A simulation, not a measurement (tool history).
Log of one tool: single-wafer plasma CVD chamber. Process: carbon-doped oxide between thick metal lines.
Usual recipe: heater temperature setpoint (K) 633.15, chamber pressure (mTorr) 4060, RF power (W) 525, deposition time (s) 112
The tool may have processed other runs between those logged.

run   hour  heater temperature setpoint (K)  chamber pressure (mTorr)  RF power (W)  deposition time (s)  read-back reference wafer on the same gauge, thickness_nm  mean film thickness on the monitor wafer (angstrom)
  1    0.0                           633.15                      4060           525                  112                                                    440.080                                              5218.51
  2   13.9                           633.15                      4060           525                  112                                                    440.343                                              5210.95
  3   20.0                           633.15                      4060           525                  112                                                    440.005                                              5210.43
  4   29.8                           633.15                      4060           525                  112                                                    440.176                                              5217.04
  5   41.1                           633.15                      4630           525                  112                                                    440.184                                              5381.10
  6   50.2                           633.15                      4630           525                  112                                                    440.445                                              5362.07
  7   66.3                           633.15                      4630           525                  112                                                    439.907                                              5377.54
  8   78.3                           633.15                      4060           525                  112                                                    440.132                                              5201.85
  9   90.6                           633.15                      4060           525                  112                                                    440.132                                              5188.01
     121.0  -- gauge calibrated
 10  121.9                           633.15                      4060           525                  112                                                    440.098                                              5178.74
     139.1  -- thermocouple changed; heater temperature recalibrated
 11  139.6                           633.15                      4060           525                  112                                                    440.347                                              5178.22
 12  142.4                           633.15                      4060           525                  112                                                    439.925                                              5176.05
 13  152.4                           633.15                      4060           525                   99                                                    439.686                                              4577.01
 14  166.2                           633.15                      4060           525                   99                                                    439.880                                              4565.10
     182.0  -- capacitance manometer re-zeroed and calibrated
 15  182.5                           633.15                      4060           525                  112                                                    439.975                                              5163.81
 16  188.9                           633.15                      3730           560                   92                                                    439.879                                              4332.04
     198.7  -- showerhead replaced
 17  206.8                           644.15                      3430           615                  112                                                    439.892                                              5323.51
 18  216.5                           621.15                      4060           525                  112                                                    439.996                                              5359.49
 19  227.3                           633.15                      4060           525                  112                                                    439.926                                              5153.03
 20  239.7                           624.15                      4060           525                  118                                                    439.803                                              5576.32
 21  251.7                           628.15                      4060           525                  112                                                    439.937                                              5227.67
 22  266.7                           643.15                      3230           435                  128                                                    439.975                                              4851.86
     285.2  -- RF generator calibrated
 23  285.7                           633.15                      4870           575                  112                                                    439.966                                              5854.26
 24  317.4                           633.15                      4980           470                  122                                                    439.896                                              5687.44
     320.2  -- gauge calibrated
 25  328.0                           633.15                      4060           525                  112                                                    440.340                                              5312.12
 26  341.6                           624.15                      4060           525                  112                                                    440.290                                              5437.38
 27  352.3                           619.15                      5020           525                   94                                                    439.761                                              4873.91
 28  401.3                           633.15                      4060           445                  112                                                    439.714                                              4792.43
 29  411.1                           633.15                      4060           600                   95                                                    440.015                                              4851.65

Branching from run 29: 3 alternative next runs. What would each branch give?
  A  411.5                           633.15                      4060           525                  112                                                          ?                                                    ?
  B  411.5                           633.15                      4060           460                  106                                                          ?                                                    ?
  C  411.5                           622.15                      4060           445                  112                                                          ?                                                    ?

run  read-back reference wafer on the same gauge, thickness_nm  mean film thickness on the monitor wafer (angstrom)
  A                                                    439.940                                              5295.71
  B                                                    439.940                                              4632.09
  C                                                    439.940                                              4934.94
The same runs, with their run-to-run variation unchanged, on a tool lacking any hidden condition would have given:
run  mean film thickness on the monitor wafer (angstrom)
  A                                              5337.51
  B                                              4669.46
  C                                              4981.18

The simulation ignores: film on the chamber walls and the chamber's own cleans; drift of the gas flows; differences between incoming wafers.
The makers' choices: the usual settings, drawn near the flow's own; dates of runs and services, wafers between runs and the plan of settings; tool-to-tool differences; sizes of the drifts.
